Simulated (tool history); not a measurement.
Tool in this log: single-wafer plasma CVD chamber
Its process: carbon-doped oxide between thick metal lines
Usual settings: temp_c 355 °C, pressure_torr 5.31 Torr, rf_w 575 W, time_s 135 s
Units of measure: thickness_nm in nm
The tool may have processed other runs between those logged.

run	hour	temp_c	pressure_torr	rf_w	time_s	wafers since the last listed run	hours since the last thermocouple change	hours since the last RF generator calibration	hours since the last manometer calibration	hours since the showerhead was replaced	hours since the gauge calibration	read-back reference wafer on the same gauge, thickness_nm	thickness_nm
1	0	355	5.31	575	135	0	2243.1	2022.5	2750	8751.3	91.4	731.996	694.382
2	16.5	355	5.31	575	135	178	2259.6	2039	2766.5	8767.8	107.9	732.116	692.293
3	42.7	355	5.31	575	135	283	2285.8	2065.2	2792.7	8794	134.1	731.895	693.291
4	67.8	355	5.98	575	153	271	2310.9	2090.3	2817.8	8819.1	159.2	731.792	795.136
5	85.5	355	5.98	575	153	191	2328.6	2108	2835.5	8836.8	176.9	731.918	796.336
6	112.3	355	5.31	515	135	290	2355.4	2134.8	2862.3	8863.6	203.7	732.187	655.453
7	149.5	355	5.31	515	135	402	2392.6	2172	2899.5	8900.8	240.9	731.961	656.101
8	166.5	355	5.31	515	135	183	2409.6	2189	2916.5	8917.8	257.9	732.185	657.385
9	182.8	355	5.31	500	135	176	2425.9	2205.3	2932.8	8934.1	274.2	731.886	646.946
10	197	355	6.3	480	143	153	2440.1	2219.5	2947	8948.3	288.4	732.363	680.34
11	226.9	355	5.31	575	135	323	2470	2249.4	2976.9	8978.2	318.3	731.827	693.086
# hour 253: RF generator calibrated
12	258.1	355	4.11	575	146	251	2501.2	5.1	3008.1	9009.4	349.5	732.032	710.378
13	271.2	347	4.77	615	110	141	2514.3	18.2	3021.2	9022.5	362.6	732.24	574.527
# hour 282.3: gauge calibrated
14	291.8	355	5.31	575	155	222	2534.9	38.8	3041.8	9043.1	9.5	732.273	776.702
# hour 302.9: thermocouple changed; heater temperature recalibrated
# hour 311.2: showerhead replaced
# hour 318.4: RF generator calibrated, repeated, since the last time left the tool worse
# hour 324.2: capacitance manometer re-zeroed and calibrated
15	324.7	350	5.31	575	148	41	21.8	6.3	0.5	13.5	42.4	731.764	787.229
16	341.3	355	4.59	575	143	179	38.4	22.9	17.1	30.1	59	731.925	741.501
17	377	363	5.31	575	110	386	74.1	58.6	52.8	65.8	94.7	731.823	568.693
18	413	355	5.31	500	135	389	110.1	94.6	88.8	101.8	130.7	732.045	660.971

4 ways to go on from here, each from the tool as it stands after run 18. What would each give?
A	413.4	355	5.31	680	135	4	110.5	95	89.2	102.2	131.1	?	?
B	413.4	355	4.41	575	135	4	110.5	95	89.2	102.2	131.1	?	?
C	413.4	355	4.17	575	135	4	110.5	95	89.2	102.2	131.1	?	?
D	413.4	355	6.45	575	109	4	110.5	95	89.2	102.2	131.1	?	?

run	read-back reference wafer on the same gauge, thickness_nm	thickness_nm
A	731.589	771.003
B	731.589	695.335
C	731.589	691.385
D	731.589	583.579
Stripped of hidden state, with their random variation kept, the same runs would have yielded:
run	thickness_nm
A	773.943
B	698.064
C	694.098
D	585.869

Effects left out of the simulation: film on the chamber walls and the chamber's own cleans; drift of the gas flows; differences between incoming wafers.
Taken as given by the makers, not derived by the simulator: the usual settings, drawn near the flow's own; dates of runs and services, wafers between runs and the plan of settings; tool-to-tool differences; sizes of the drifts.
